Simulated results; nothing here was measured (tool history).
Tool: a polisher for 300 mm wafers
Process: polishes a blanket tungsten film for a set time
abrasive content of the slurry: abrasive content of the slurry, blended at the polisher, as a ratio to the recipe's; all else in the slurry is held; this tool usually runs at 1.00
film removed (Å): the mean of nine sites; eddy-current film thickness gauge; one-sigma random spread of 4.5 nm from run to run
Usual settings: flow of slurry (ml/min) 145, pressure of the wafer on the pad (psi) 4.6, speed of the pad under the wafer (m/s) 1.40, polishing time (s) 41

run	hour	flow of slurry (ml/min)	pressure of the wafer on the pad (psi)	speed of the pad under the wafer (m/s)	abrasive content of the slurry	polishing time (s)	wafers since the last listed run	wafers polished on this pad	hours since the slurry nozzle was cleaned	hours since the head pressure was calibrated	hours since the slurry blender was calibrated	hours since the slurry got fresh peroxide	incoming thickness of the incoming film, nm	film removed (Å)
1	0.0	145	4.6	1.40	1.00	47	0	786	325.2	667.8	403.2	362.7	934.5	3710
2	61.4	145	4.6	1.06	1.15	41	497	1283	386.6	729.2	464.6	424.1	926.1	2647
# hour 67.7: slurry tank refilled with fresh slurry and peroxide
# hour 70.0: head pressure recalibrated
3	118.8	145	4.6	1.40	1.00	41	440	1724	444.0	48.8	522.0	51.1	931.1	3145
# hour 129.8: slurry nozzle cleaned
# hour 135.9: slurry blender recalibrated
4	155.0	190	5.7	1.40	1.10	41	268	1992	25.2	85.0	19.1	87.3	913.7	3933
5	187.3	145	4.6	1.06	0.75	41	261	2254	57.5	117.3	51.4	119.6	921.5	2236
6	212.3	145	4.6	1.72	1.00	41	202	2456	82.5	142.3	76.4	144.6	930.9	3735
7	268.1	130	5.0	1.40	1.00	41	451	2908	138.3	198.1	132.2	200.4	934.2	3106
8	332.0	110	4.6	1.40	1.00	45	517	3425	202.2	262.0	196.1	264.3	928.3	3035
# hour 365.9: worn pad replaced by a new one
9	366.4	145	5.2	1.88	1.30	47	246	3	236.6	296.4	230.5	298.7	920.0	5950
10	404.1	145	4.6	1.40	1.00	41	305	309	274.3	334.1	268.2	336.4	918.5	3261
# hour 566.4: slurry tank refilled with fresh slurry and peroxide
# hour 579.7: slurry blender recalibrated
11	599.1	105	4.6	1.62	1.00	29	1554	1863	469.3	529.1	19.4	32.7	938.8	2321
# hour 649.2: slurry nozzle cleaned
12	665.8	190	5.7	1.40	1.10	41	531	2395	16.6	595.8	86.1	99.4	937.9	3883
13	722.8	145	5.5	1.60	1.00	29	461	2857	73.6	652.8	143.1	156.4	929.6	2794
# hour 750.5: head pressure recalibrated
14	791.9	125	6.1	1.40	1.00	41	543	3400	142.7	41.4	212.2	225.5	927.0	3562
15	833.1	145	4.6	1.40	0.90	41	333	3733	183.9	82.6	253.4	266.7	912.6	2901
# hour 884.9: worn pad replaced by a new one
16	900.2	145	5.1	1.40	1.00	30	510	123	251.0	149.7	320.5	333.8	927.5	2579
17	965.8	145	5.8	1.40	0.85	41	531	654	316.6	215.3	386.1	399.4	933.1	3624
# hour 1015.9: slurry tank refilled with fresh slurry and peroxide
18	1019.8	145	4.6	1.40	0.85	54	429	1083	370.6	269.3	440.1	3.9	943.3	4075
19	1073.9	145	4.6	1.40	1.00	41	438	1521	424.7	323.4	494.2	58.0	918.5	3066
# hour 1109.2: slurry blender recalibrated
20	1135.3	145	4.6	1.68	1.00	45	480	2002	486.1	384.8	26.1	119.4	922.1	4063
# hour 1155.7: slurry nozzle cleaned
21	1170.1	105	4.6	1.62	1.00	29	273	2276	14.4	419.6	60.9	154.2	935.6	2273

Forecast run 22:
22	1240.7	145	4.6	1.40	1.00	41	571	2848	85.0	490.2	131.5	224.8	925.3	?

Run 22 yielded film removed (Å) 3036.
With the hidden condition absent and the run-to-run variation left alone, this run would have shown film removed (Å) 3348.
